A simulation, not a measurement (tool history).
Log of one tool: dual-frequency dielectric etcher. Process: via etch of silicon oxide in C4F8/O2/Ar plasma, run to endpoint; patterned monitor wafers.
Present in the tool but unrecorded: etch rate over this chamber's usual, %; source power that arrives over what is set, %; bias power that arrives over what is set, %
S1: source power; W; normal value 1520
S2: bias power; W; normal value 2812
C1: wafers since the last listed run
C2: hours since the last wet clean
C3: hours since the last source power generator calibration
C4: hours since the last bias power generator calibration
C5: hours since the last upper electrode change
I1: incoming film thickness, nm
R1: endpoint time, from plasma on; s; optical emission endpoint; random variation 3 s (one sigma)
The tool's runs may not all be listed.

run 1 day=0 | S1=1700 S2=2812 | C1=0 C2=208 C3=1604.3 C4=1780.2 C5=3434.9 | I1=1785.3 | R1=326.5
run 2 day=0.804 | S1=1700 S2=2812 | C1=96 C2=227.3 C3=1623.6 C4=1799.5 C5=3454.2 | I1=1764.4 | R1=319.4
run 3 day=1.338 | S1=1760 S2=2812 | C1=63 C2=240.1 C3=1636.4 C4=1812.3 C5=3467 | I1=1774.3 | R1=323.2
run 4 day=1.867 | S1=1760 S2=2812 | C1=63 C2=252.8 C3=1649.1 C4=1825 C5=3479.7 | I1=1763.9 | R1=314.9
run 5 day=3.283 | S1=1760 S2=2812 | C1=169 C2=286.8 C3=1683.1 C4=1859 C5=3513.7 | I1=1769.7 | R1=325.4
run 6 day=4.121 | S1=1520 S2=2527 | C1=100 C2=306.9 C3=1703.2 C4=1879.1 C5=3533.8 | I1=1772 | R1=354.7
run 7 day=4.962 | S1=1310 S2=2812 | C1=100 C2=327.1 C3=1723.4 C4=1899.3 C5=3554 | I1=1772.7 | R1=365.6
run 8 day=5.796 | S1=1310 S2=2812 | C1=99 C2=347.1 C3=1743.4 C4=1919.3 C5=3574 | I1=1757.9 | R1=356.2
run 9 day=7.258 | S1=1520 S2=2812 | C1=175 C2=382.2 C3=1778.5 C4=1954.4 C5=3609.1 | I1=1779.8 | R1=343.1
run 10 day=7.888 | S1=1520 S2=2812 | C1=75 C2=397.3 C3=1793.6 C4=1969.5 C5=3624.2 | I1=1769.6 | R1=340.2
run 11 day=9.146 | S1=1770 S2=3330 | C1=150 C2=427.5 C3=1823.8 C4=1999.7 C5=3654.4 | I1=1778 | R1=297.7
-- day=10.167 wet clean of the chamber
run 12 day=10.433 | S1=1770 S2=3330 | C1=34 C2=6.4 C3=1854.7 C4=2030.6 C5=3685.3 | I1=1789.7 | R1=298.1
run 13 day=11.412 | S1=1770 S2=3330 | C1=117 C2=29.9 C3=1878.2 C4=2054.1 C5=3708.8 | I1=1803.4 | R1=307.7
run 14 day=12.212 | S1=1520 S2=2337 | C1=95 C2=49.1 C3=1897.4 C4=2073.3 C5=3728 | I1=1781.6 | R1=359.8
run 15 day=12.838 | S1=1520 S2=2337 | C1=74 C2=64.1 C3=1912.4 C4=2088.3 C5=3743 | I1=1778.8 | R1=370
-- day=13.933 upper electrode replaced
run 16 day=13.954 | S1=1520 S2=2812 | C1=13 C2=90.9 C3=1939.2 C4=2115.1 C5=0.5 | I1=1778.5 | R1=345
run 17 day=14.971 | S1=1310 S2=2812 | C1=121 C2=115.3 C3=1963.6 C4=2139.5 C5=24.9 | I1=1743.9 | R1=359.6
-- day=15.183 source power generator calibrated
run 18 day=15.733 | S1=1520 S2=2812 | C1=71 C2=133.6 C3=13.2 C4=2157.8 C5=43.2 | I1=1754.3 | R1=333.6
run 19 day=16.421 | S1=1210 S2=3272 | C1=82 C2=150.1 C3=29.7 C4=2174.3 C5=59.7 | I1=1781.9 | R1=357.4
run 20 day=17.238 | S1=1520 S2=2812 | C1=97 C2=169.7 C3=49.3 C4=2193.9 C5=79.3 | I1=1772.8 | R1=340.4
run 21 day=17.917 | S1=1620 S2=2812 | C1=81 C2=186 C3=65.6 C4=2210.2 C5=95.6 | I1=1758.7 | R1=327.7
-- day=20.7 bias power generator calibrated
run 22 day=20.825 | S1=1400 S2=2572 | C1=328 C2=255.8 C3=135.4 C4=3 C5=165.4 | I1=1767.3 | R1=366.9
run 23 day=21.742 | S1=1320 S2=3189 | C1=109 C2=277.8 C3=157.4 C4=25 C5=187.4 | I1=1752.2 | R1=341
run 24 day=22.288 | S1=1870 S2=2286 | C1=65 C2=290.9 C3=170.5 C4=38.1 C5=200.5 | I1=1776.1 | R1=335.9
run 25 day=25.129 | S1=1520 S2=2812 | C1=340 C2=359.1 C3=238.7 C4=106.3 C5=268.7 | I1=1780.2 | R1=339.1
run 26 day=26.55 | S1=1220 S2=3019 | C1=170 C2=393.2 C3=272.8 C4=140.4 C5=302.8 | I1=1780.7 | R1=365.6
run 27 day=27.292 | S1=1880 S2=3456 | C1=88 C2=411 C3=290.6 C4=158.2 C5=320.6 | I1=1762.1 | R1=287.8
run 28 day=28.767 | S1=1520 S2=2337 | C1=176 C2=446.4 C3=326 C4=193.6 C5=356 | I1=1768.9 | R1=364.6
run 29 day=29.3 | S1=1520 S2=3336 | C1=63 C2=459.2 C3=338.8 C4=206.4 C5=368.8 | I1=1780.6 | R1=324.2
run 30 day=29.958 | S1=1200 S2=3500 | C1=78 C2=475 C3=354.6 C4=222.2 C5=384.6 | I1=1774.8 | R1=352.5

Hidden state, per run?
etch rate over this chamber's usual, %: 0 at every run
source power that arrives over what is set, %: 0 at every run
bias power that arrives over what is set, %: 0 at every run
